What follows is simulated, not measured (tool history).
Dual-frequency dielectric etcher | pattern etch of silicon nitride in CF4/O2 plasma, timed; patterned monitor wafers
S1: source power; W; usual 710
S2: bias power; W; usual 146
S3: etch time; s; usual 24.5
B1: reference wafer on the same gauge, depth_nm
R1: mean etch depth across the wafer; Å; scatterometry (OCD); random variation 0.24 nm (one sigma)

Run 1, hour 0: usual settings but S1 620 W, S2 167 W; B1 61.5. Result: R1 454 Å.
Run 2, hour 48: usual settings but S1 620 W, S2 167 W; B1 61.5. Result: R1 454 Å.
Run 3, hour 115.2: usual settings but S1 620 W, S2 167 W; B1 61.5. Result: R1 451 Å.
Run 4, hour 139.4: usual settings; B1 61.5. Result: R1 503 Å.
Run 5, hour 184.4: usual settings; B1 61.5. Result: R1 500 Å.
Run 6, hour 216.2: usual settings; B1 61.5. Result: R1 504 Å.
Run 7, hour 254.2: usual settings but S1 670 W; B1 61.5. Result: R1 473 Å.
At hour 288.8: wet clean of the chamber.
Run 8, hour 300.4: usual settings but S1 670 W; B1 61.5. Result: R1 470 Å.
Run 9, hour 338.9: usual settings but S2 171 W; B1 61.5. Result: R1 524 Å.
Run 10, hour 364.9: usual settings but S2 171 W; B1 61.4. Result: R1 524 Å.
At hour 401.1: upper electrode replaced.
Run 11, hour 429.5: usual settings but S1 820 W, S2 164 W, S3 30 s; B1 61.4. Result: R1 729 Å.
At hour 431.7: gauge calibrated.
At hour 456.7: bias power generator calibrated.
Run 12, hour 475.8: usual settings but S1 790 W, S2 158 W, S3 17.5 s; B1 61.5. Result: R1 411 Å.
At hour 507.2: source power generator calibrated.
Run 13, hour 533.2: usual settings but S1 880 W, S2 115 W, S3 29.5 s; B1 61.5. Result: R1 748 Å.
Run 14, hour 558.6: usual settings but S1 540 W, S2 135 W, S3 20.5 s; B1 61.5. Result: R1 321 Å.
Run 15, hour 652.9: usual settings; B1 61.5. Result: R1 522 Å.
Run 16, hour 716.4: usual settings but S2 130 W, S3 18.5 s; B1 61.5. Result: R1 381 Å.
At hour 753.1: wet clean of the chamber.
Run 17, hour 753.6: usual settings but S1 560 W, S2 160 W, S3 31 s; B1 61.5. Result: R1 519 Å.
Run 18, hour 811.9: usual settings; B1 61.5. Result: R1 514 Å.
Run 19, hour 875.3: usual settings; B1 61.5. Result: R1 516 Å.
Run 20, hour 902.8: usual settings but S1 620 W, S2 167 W; B1 61.5. Result: R1 466 Å.

3 ways to go on from here, each from the tool as it stands after run 20. What would each give?
Run A, hour 903.2: usual settings; B1 ?. Result: R1 ?.
Run B, hour 903.2: usual settings but S1 570 W, S3 21.5 s; B1 ?. Result: R1 ?.
Run C, hour 903.2: usual settings but S1 880 W, S2 182 W, S3 27 s; B1 ?. Result: R1 ?.

run    B1   R1
  A  61.5  516
  B  61.5  357
  C  61.5  752
Without the tool's hidden state the same runs would have given:
run   R1
  A  530
  B  367
  C  772
